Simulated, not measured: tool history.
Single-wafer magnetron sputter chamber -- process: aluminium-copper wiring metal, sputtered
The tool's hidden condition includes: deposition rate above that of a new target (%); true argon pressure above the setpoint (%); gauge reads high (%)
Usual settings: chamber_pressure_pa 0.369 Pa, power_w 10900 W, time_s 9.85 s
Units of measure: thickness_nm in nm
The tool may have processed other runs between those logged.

| run | hour | chamber_pressure_pa | power_w | time_s | wafers since the last listed run | wafers on the sputter target | hours since the last manometer calibration | hours since the magnet pack was replaced | hours since the gauge calibration | read-back reference wafer on the same gauge, thickness_nm | thickness_nm |
|---|---|---|---|---|---|---|---|---|---|---|---|
| 1 | 0 | 0.369 | 9550 | 9.85 | 0 | 3747 | 1535.2 | 9791.5 | 253.8 | 202.857 | 145.074 |
| 2 | 37.9 | 0.369 | 9550 | 9.85 | 1351 | 5098 | 1573.1 | 9829.4 | 291.7 | 202.996 | 143.991 |
| 3 | 122.5 | 0.369 | 10900 | 9.85 | 3016 | 8115 | 1657.7 | 9914 | 376.3 | 203.033 | 163.037 |
|  | 157.4 | sputter target and shields replaced |
| 4 | 194.6 | 0.369 | 10900 | 9.85 | 2285 | 1326 | 1729.8 | 9986.1 | 448.4 | 202.786 | 167.767 |
| 5 | 230.9 | 0.369 | 10900 | 9.85 | 1294 | 2620 | 1766.1 | 10022.4 | 484.7 | 202.782 | 165.668 |
| 6 | 307.9 | 0.369 | 10900 | 9.85 | 2745 | 5366 | 1843.1 | 10099.4 | 561.7 | 203.208 | 162.818 |
|  | 345 | magnet pack replaced |
|  | 352.2 | gauge calibrated |
|  | 359.8 | sputter target and shields replaced |
| 7 | 394.2 | 0.369 | 10900 | 9.85 | 2506 | 1225 | 1929.4 | 49.2 | 42 | 202.843 | 167.337 |
| 8 | 447.2 | 0.369 | 10900 | 9.85 | 1889 | 3115 | 1982.4 | 102.2 | 95 | 203.161 | 166.17 |
| 9 | 498.8 | 0.369 | 10900 | 9.85 | 1839 | 4955 | 2034 | 153.8 | 146.6 | 202.843 | 164.498 |
|  | 560.7 | sputter target and shields replaced |
| 10 | 561.2 | 0.281 | 10900 | 9.85 | 1939 | 18 | 2096.4 | 216.2 | 209 | 203.087 | 184.041 |
| 11 | 593.1 | 0.275 | 10900 | 8.17 | 1137 | 1155 | 2128.3 | 248.1 | 240.9 | 203.433 | 151.805 |
| 12 | 686.3 | 0.369 | 10900 | 9.85 | 3323 | 4478 | 2221.5 | 341.3 | 334.1 | 203.266 | 165.087 |
| 13 | 750.9 | 0.369 | 10900 | 9.85 | 2303 | 6782 | 2286.1 | 405.9 | 398.7 | 203.297 | 162.433 |
|  | 792.6 | sputter target and shields replaced |
| 14 | 793.1 | 0.369 | 10900 | 11.79 | 1219 | 17 | 2328.3 | 448.1 | 440.9 | 202.699 | 199.865 |
|  | 802.8 | capacitance manometer re-zeroed and calibrated |
| 15 | 873.9 | 0.278 | 12300 | 9.85 | 2595 | 2613 | 71.1 | 528.9 | 521.7 | 202.737 | 210.699 |
|  | 890.9 | gauge calibrated |
| 16 | 920.7 | 0.448 | 10900 | 8.68 | 1668 | 4281 | 117.9 | 575.7 | 29.8 | 202.965 | 141.389 |
|  | 999 | sputter target and shields replaced |
| 17 | 1019.3 | 0.369 | 10900 | 10.97 | 3230 | 723 | 216.5 | 674.3 | 128.4 | 202.68 | 194.908 |
| 18 | 1102.2 | 0.369 | 11750 | 11.73 | 2955 | 3678 | 299.4 | 757.2 | 211.3 | 202.845 | 220.521 |
| 19 | 1149.4 | 0.369 | 9900 | 9.85 | 1682 | 5361 | 346.6 | 804.4 | 258.5 | 202.752 | 154.314 |

Pick out some run-to-run changes in thickness_nm. Of each, how much would a tool without hidden state show as well, from the settings, what came in and chance, and how much is left for the hidden state and any gauge scatter not in both results compared?
Run 14 -> 15: chamber_pressure_pa 0.369 -> 0.278, power_w 10900 -> 12300, time_s 11.79 -> 9.85, capacitance manometer re-zeroed and calibrated. thickness_nm +10.834 nm: hidden state +6.495, all else +4.339.
Run 15 -> 16: chamber_pressure_pa 0.278 -> 0.448, power_w 12300 -> 10900, time_s 9.85 -> 8.68, gauge calibrated. thickness_nm -69.31 nm: hidden state -0.261, all else -69.049.

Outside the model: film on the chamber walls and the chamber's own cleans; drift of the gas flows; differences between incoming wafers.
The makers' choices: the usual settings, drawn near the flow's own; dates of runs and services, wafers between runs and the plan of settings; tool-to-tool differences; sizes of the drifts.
